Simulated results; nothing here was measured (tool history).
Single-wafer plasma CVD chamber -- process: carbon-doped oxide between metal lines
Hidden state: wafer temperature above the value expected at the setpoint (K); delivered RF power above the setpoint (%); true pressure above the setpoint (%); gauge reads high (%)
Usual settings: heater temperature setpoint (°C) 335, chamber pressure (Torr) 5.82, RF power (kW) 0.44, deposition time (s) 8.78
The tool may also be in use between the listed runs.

run    hour  heater temperature setpoint (°C)  chamber pressure (Torr)  RF power (kW)  deposition time (s)  wafers since the last listed run  hours since the last thermocouple change  hours since the last RF generator calibration  hours since the last manometer calibration  hours since the showerhead was replaced  hours since the gauge calibration  read-back reference wafer on the same gauge, thickness_nm  mean film thickness on the monitor wafer (angstrom)
  1       0                               340                     5.17           0.44                 8.78                                 0                                     949.4                                          434.8                                      2155.4                                   4726.6                              600.5                                                     36.458                                               410.74
  2    61.4                               340                     5.17           0.44                 8.78                              1096                                    1010.8                                          496.2                                      2216.8                                     4788                              661.9                                                     36.517                                               413.11
  3   102.4                               340                     5.17           0.44                 8.78                               732                                    1051.8                                          537.2                                      2257.8                                     4829                              702.9                                                     36.465                                               410.77
  4   162.2                               330                     5.82           0.44                 8.78                              1068                                    1111.6                                            597                                      2317.6                                   4888.8                              762.7                                                     36.464                                               433.25
  5   269.3                               330                     5.82           0.44                 8.78                              1913                                    1218.7                                          704.1                                      2424.7                                   4995.9                              869.8                                                     36.553                                                435.8
  6   328.8                               330                     5.82           0.44                 8.78                              1063                                    1278.2                                          763.6                                      2484.2                                   5055.4                              929.3                                                     36.468                                               433.22
  7   377.5                               335                     6.44           0.44                 8.78                               870                                    1326.9                                          812.3                                      2532.9                                   5104.1                                978                                                     36.418                                               428.25
  8   468.1                               335                     6.44           0.44                 8.78                              1618                                    1417.5                                          902.9                                      2623.5                                   5194.7                             1068.6                                                     36.482                                               429.19
      511.5  -- capacitance manometer re-zeroed and calibrated
      530.1  -- RF generator calibrated
  9     572                               339                     5.37           0.44                 9.89                              1570                                    1521.4                                           41.9                                        60.5                                   5298.6                             1172.5                                                     36.492                                               473.49
      592.7  -- gauge calibrated
 10   622.9                               335                     4.97          0.375                 9.58                               909                                    1572.3                                           92.8                                       111.4                                   5349.5                               30.2                                                     36.475                                                392.1
      656.3  -- showerhead replaced
 11     720                               340                     5.17           0.44                 8.78                              1591                                    1669.4                                          189.9                                       208.5                                     63.7                              127.3                                                     36.447                                               416.94
 12   774.5                               349                     5.46          0.355                10.45                               973                                    1723.9                                          244.4                                         263                                    118.2                              181.8                                                     36.532                                               385.49
      784.1  -- thermocouple changed; heater temperature recalibrated
 13   866.2                               335                     5.82           0.44                 8.78                              1495                                      82.1                                          336.1                                       354.7                                    209.9                              273.5                                                      36.48                                               424.64
 14   933.9                               340                     5.17           0.44                 8.78                              1209                                     149.8                                          403.8                                       422.4                                    277.6                              341.2                                                     36.545                                               415.06
 15  1034.8                               335                     5.82           0.38                10.53                              1802                                     250.7                                          504.7                                       523.3                                    378.5                              442.1                                                     36.567                                               438.77
 16  1072.1                               342                     5.82           0.44                 8.78                               666                                       288                                            542                                       560.6                                    415.8                              479.4                                                     36.485                                               416.17

Here are 4 independent what-if runs from the current tool condition. What would each one return?
  A  1072.5                               335                     5.82           0.44                 8.78                                 7                                     288.4                                          542.4                                         561                                    416.2                              479.8                                                          ?                                                    ?
  B  1072.5                               335                      6.7           0.44                 8.78                                 7                                     288.4                                          542.4                                         561                                    416.2                              479.8                                                          ?                                                    ?
  C  1072.5                               335                     5.82           0.44                 7.65                                 7                                     288.4                                          542.4                                         561                                    416.2                              479.8                                                          ?                                                    ?
  D  1072.5                               335                     5.82            0.5                 8.78                                 7                                     288.4                                          542.4                                         561                                    416.2                              479.8                                                          ?                                                    ?

run  read-back reference wafer on the same gauge, thickness_nm  mean film thickness on the monitor wafer (angstrom)
  A                                                     36.471                                               423.77
  B                                                     36.471                                               429.46
  C                                                     36.471                                               369.96
  D                                                     36.471                                               473.56
The same runs, with their run-to-run variation unchanged, on a tool lacking any hidden condition would have given:
run  mean film thickness on the monitor wafer (angstrom)
  A                                               432.32
  B                                               438.12
  C                                               377.43
  D                                               481.65
